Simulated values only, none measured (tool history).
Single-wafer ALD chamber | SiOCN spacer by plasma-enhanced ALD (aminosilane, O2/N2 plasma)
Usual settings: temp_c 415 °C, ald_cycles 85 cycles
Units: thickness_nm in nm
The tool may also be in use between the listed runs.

run	day	temp_c	ald_cycles	read-back reference wafer on the same gauge, thickness_nm	thickness_nm
1	0.000	412	85	3.746	4.712
2	0.333	420	76	3.749	4.076
3	0.842	420	76	3.746	4.085
4	1.554	403	96	3.751	5.507
5	1.900	403	96	3.747	5.491
6	2.312	403	96	3.747	5.477
7	2.788	415	78	3.750	4.270
8	3.154	415	78	3.748	4.279
9	3.733	415	78	3.751	4.295
10	4.021	415	85	3.752	4.660
11	6.246	415	85	3.754	4.679
12	6.954	415	85	3.755	4.671
13	7.546	405	75	3.758	4.277
14	8.821	405	75	3.760	4.260
15	9.333	405	75	3.762	4.277
16	9.925	415	85	3.762	4.677
17	11.008	415	85	3.766	4.683
18	11.500	415	85	3.736	4.644
19	12.133	415	85	3.738	4.637
20	12.508	406	85	3.738	4.796
21	12.883	407	73	3.736	4.114
22	14.604	407	73	3.741	4.116
23	15.004	420	85	3.739	4.585
24	15.729	402	77	3.745	4.405
25	16.200	415	85	3.743	4.671
26	16.700	415	71	3.746	3.883
27	17.133	405	99	3.743	5.605
28	17.692	415	102	3.748	5.555
29	18.200	408	93	3.745	5.226
30	18.646	400	74	3.744	4.237
31	18.967	410	102	3.748	5.703
32	19.417	401	94	3.747	5.419
33	19.796	422	94	3.751	5.045
34	20.533	407	68	3.748	3.837
35	20.783	424	85	3.748	4.507
36	21.350	422	92	3.755	4.923
37	21.896	404	98	3.754	5.610
38	22.225	415	85	3.755	4.652
39	22.512	415	69	3.757	3.806
40	22.917	403	96	3.755	5.518
41	23.467	415	85	3.758	4.670
42	23.725	429	76	3.754	3.965
43	24.104	402	85	3.763	4.895
44	24.629	415	75	3.753	4.133
45	25.146	408	68	3.756	3.831
46	25.529	415	85	3.756	4.680

Not shown: 2 entries that the log had between the listed runs. Between which runs, and how does the tool's hidden state differ before and after?
Between runs 17 and 18: gauge calibrated (day 11.454)
  gauge reads high (%): 0.639 -> -0.142
  measured less the result without the state, thickness_nm: +0.029 -> -0.007 nm
Between runs 21 and 22: thermocouple changed; heater temperature recalibrated (day 13.283)
  gauge reads high (%): -0.0779 -> 0.00225
  measured less the result without the state, thickness_nm: -0.003 -> +0.000 nm
